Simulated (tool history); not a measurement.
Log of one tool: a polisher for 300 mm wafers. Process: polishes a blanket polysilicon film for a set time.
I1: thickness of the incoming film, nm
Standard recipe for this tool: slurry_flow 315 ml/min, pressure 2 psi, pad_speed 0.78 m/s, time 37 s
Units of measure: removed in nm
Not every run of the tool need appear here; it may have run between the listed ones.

{"run": 1, "hour": 0.0, "slurry_flow": 315, "pressure": 2, "pad_speed": 0.78, "time": 42, "I1": 1755.3, "removed": 183.7}
{"run": 2, "hour": 104.3, "slurry_flow": 315, "pressure": 2, "pad_speed": 0.78, "time": 37, "I1": 1771.3, "removed": 155.5}
{"run": 3, "hour": 153.2, "slurry_flow": 315, "pressure": 2, "pad_speed": 0.78, "time": 37, "I1": 1764, "removed": 153.4}
{"hour": 166.8, "done": "worn pad replaced by a new one"}
{"run": 4, "hour": 197.0, "slurry_flow": 245, "pressure": 2, "pad_speed": 0.78, "time": 37, "I1": 1766.6, "removed": 159.8}
{"run": 5, "hour": 248.6, "slurry_flow": 245, "pressure": 2, "pad_speed": 0.78, "time": 37, "I1": 1744.6, "removed": 158.5}
{"run": 6, "hour": 291.1, "slurry_flow": 245, "pressure": 2, "pad_speed": 0.78, "time": 37, "I1": 1760.4, "removed": 153.6}
{"hour": 341.1, "done": "head pressure recalibrated"}
{"run": 7, "hour": 349.1, "slurry_flow": 315, "pressure": 2, "pad_speed": 0.78, "time": 37, "I1": 1799, "removed": 149.9}
{"hour": 410.0, "done": "worn pad replaced by a new one"}
{"run": 8, "hour": 429.7, "slurry_flow": 315, "pressure": 2, "pad_speed": 0.78, "time": 37, "I1": 1766, "removed": 162.1}
{"hour": 448.0, "done": "slurry nozzle cleaned"}
{"run": 9, "hour": 486.3, "slurry_flow": 315, "pressure": 2, "pad_speed": 0.56, "time": 37, "I1": 1778.9, "removed": 115.1}
{"hour": 603.8, "done": "worn pad replaced by a new one"}
{"run": 10, "hour": 705.4, "slurry_flow": 385, "pressure": 2, "pad_speed": 0.78, "time": 25, "I1": 1783.8, "removed": 108.6}
{"run": 11, "hour": 776.4, "slurry_flow": 345, "pressure": 1.7, "pad_speed": 0.54, "time": 37, "I1": 1779.9, "removed": 88.6}
{"hour": 801.0, "done": "worn pad replaced by a new one"}
{"run": 12, "hour": 849.4, "slurry_flow": 315, "pressure": 2, "pad_speed": 0.86, "time": 37, "I1": 1759.5, "removed": 174}
{"run": 13, "hour": 903.8, "slurry_flow": 315, "pressure": 2, "pad_speed": 0.78, "time": 37, "I1": 1782.3, "removed": 158.6}
{"hour": 969.1, "done": "slurry nozzle cleaned"}
{"run": 14, "hour": 974.0, "slurry_flow": 315, "pressure": 2, "pad_speed": 0.6, "time": 37, "I1": 1808.4, "removed": 115.7}

Predict the results of run 15:
{"hour": 1028.2, "done": "worn pad replaced by a new one"}
{"run": 15, "hour": 1053.5, "slurry_flow": 315, "pressure": 2, "pad_speed": 0.78, "time": 46, "I1": 1745.2, "removed": "?"}

Run 15 produced removed 204.5 nm.
Without the tool's hidden state the same run would have given removed 207 nm.
